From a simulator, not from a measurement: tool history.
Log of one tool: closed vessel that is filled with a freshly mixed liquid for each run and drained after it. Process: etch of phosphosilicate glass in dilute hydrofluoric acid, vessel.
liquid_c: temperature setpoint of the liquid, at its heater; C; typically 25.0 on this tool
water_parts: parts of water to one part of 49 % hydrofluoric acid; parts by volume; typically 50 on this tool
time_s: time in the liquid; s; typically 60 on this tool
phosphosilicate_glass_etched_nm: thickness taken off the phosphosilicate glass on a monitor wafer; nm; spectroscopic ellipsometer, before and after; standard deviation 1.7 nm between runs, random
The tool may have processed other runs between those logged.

run,hour,liquid_c,water_parts,time_s,wafers since the last listed run,hours since the thermometer was replaced,hours since the hydrofluoric acid flow meter was replaced,hours since the gauge calibration,"read-back film thickness of the phosphosilicate glass reference wafer, read on the same gauge (nm)",phosphosilicate_glass_etched_nm
1,0.0,25.0,50,60,0,1324.7,403.1,1323.2,99.99,175.20
# hour 34.0: gauge calibrated
2,89.4,25.0,60,60,7312,1414.1,492.5,55.4,99.99,144.12
# hour 157.2: hydrofluoric acid flow meter replaced
3,182.3,25.0,60,60,7516,1507.0,25.1,148.3,100.01,143.49
4,267.7,25.0,60,60,6985,1592.4,110.5,233.7,100.00,144.76
5,309.8,23.0,50,80,3443,1634.5,152.6,275.8,100.00,213.97
6,409.4,23.0,50,80,8146,1734.1,252.2,375.4,99.97,216.57
7,491.2,25.0,50,80,6690,1815.9,334.0,457.2,100.00,229.75
8,537.1,25.0,50,60,3754,1861.8,379.9,503.1,99.99,172.66
# hour 618.2: hydrofluoric acid flow meter replaced
9,637.9,25.0,50,60,8162,1962.6,19.7,603.9,99.98,171.76
10,745.8,23.5,65,60,8825,2070.5,127.6,711.8,100.00,122.25
11,806.6,23.5,65,60,4972,2131.3,188.4,772.6,100.00,123.37
12,844.2,25.0,50,60,3075,2168.9,226.0,810.2,100.00,170.64
13,889.1,25.0,50,60,3672,2213.8,270.9,855.1,100.02,171.23
# hour 1048.4: hydrofluoric acid flow meter replaced
14,1107.9,25.0,45,90,17814,2432.6,59.5,1073.9,99.99,289.47
15,1149.6,25.0,40,60,3410,2474.3,101.2,1115.6,100.00,217.78
# hour 1184.4: thermometer replaced
16,1199.0,25.0,50,60,3958,14.6,150.6,1165.0,100.00,179.02
17,1236.9,22.0,50,95,3099,52.5,188.5,1202.9,99.99,250.04
18,1312.1,21.0,30,90,6150,127.7,263.7,1278.1,100.02,390.91
19,1413.4,27.0,30,60,8285,229.0,365.0,1379.4,100.00,331.30
# hour 1552.7: hydrofluoric acid flow meter replaced
# hour 1572.2: gauge calibrated
20,1657.8,28.5,50,60,19908,473.4,105.1,85.6,100.01,202.16
21,1724.4,25.0,50,60,5447,540.0,171.7,152.2,99.99,180.61
22,1764.8,23.0,50,80,3304,580.4,212.1,192.6,100.00,218.12
23,1862.9,25.0,60,80,8023,678.5,310.2,290.7,100.01,194.94
24,1940.4,26.5,50,60,6338,756.0,387.7,368.2,99.97,191.47
25,2024.2,26.5,25,70,6854,839.8,471.5,452.0,100.02,458.29
# hour 2087.1: hydrofluoric acid flow meter replaced
26,2293.3,25.0,65,60,21928,1108.9,206.2,721.1,99.98,132.08

Each row is a separate what-if for the run after 26, all from the same tool condition, not one after another. Results?
A,2294.0,25.0,70,60,57,1109.6,206.9,721.8,?,?
B,2294.0,21.0,35,90,57,1109.6,206.9,721.8,?,?
C,2294.0,25.0,75,40,57,1109.6,206.9,721.8,?,?
D,2294.0,25.0,50,95,57,1109.6,206.9,721.8,?,?
E,2294.0,22.5,75,60,57,1109.6,206.9,721.8,?,?

run,"read-back film thickness of the phosphosilicate glass reference wafer, read on the same gauge (nm)",phosphosilicate_glass_etched_nm
A,99.98,121.68
B,99.98,322.91
C,99.98,75.22
D,99.98,276.89
E,99.98,101.91
Had the tool no hidden state, the same runs would have come out as:
run,phosphosilicate_glass_etched_nm
A,125.87
B,334.72
C,77.81
D,286.59
E,105.48

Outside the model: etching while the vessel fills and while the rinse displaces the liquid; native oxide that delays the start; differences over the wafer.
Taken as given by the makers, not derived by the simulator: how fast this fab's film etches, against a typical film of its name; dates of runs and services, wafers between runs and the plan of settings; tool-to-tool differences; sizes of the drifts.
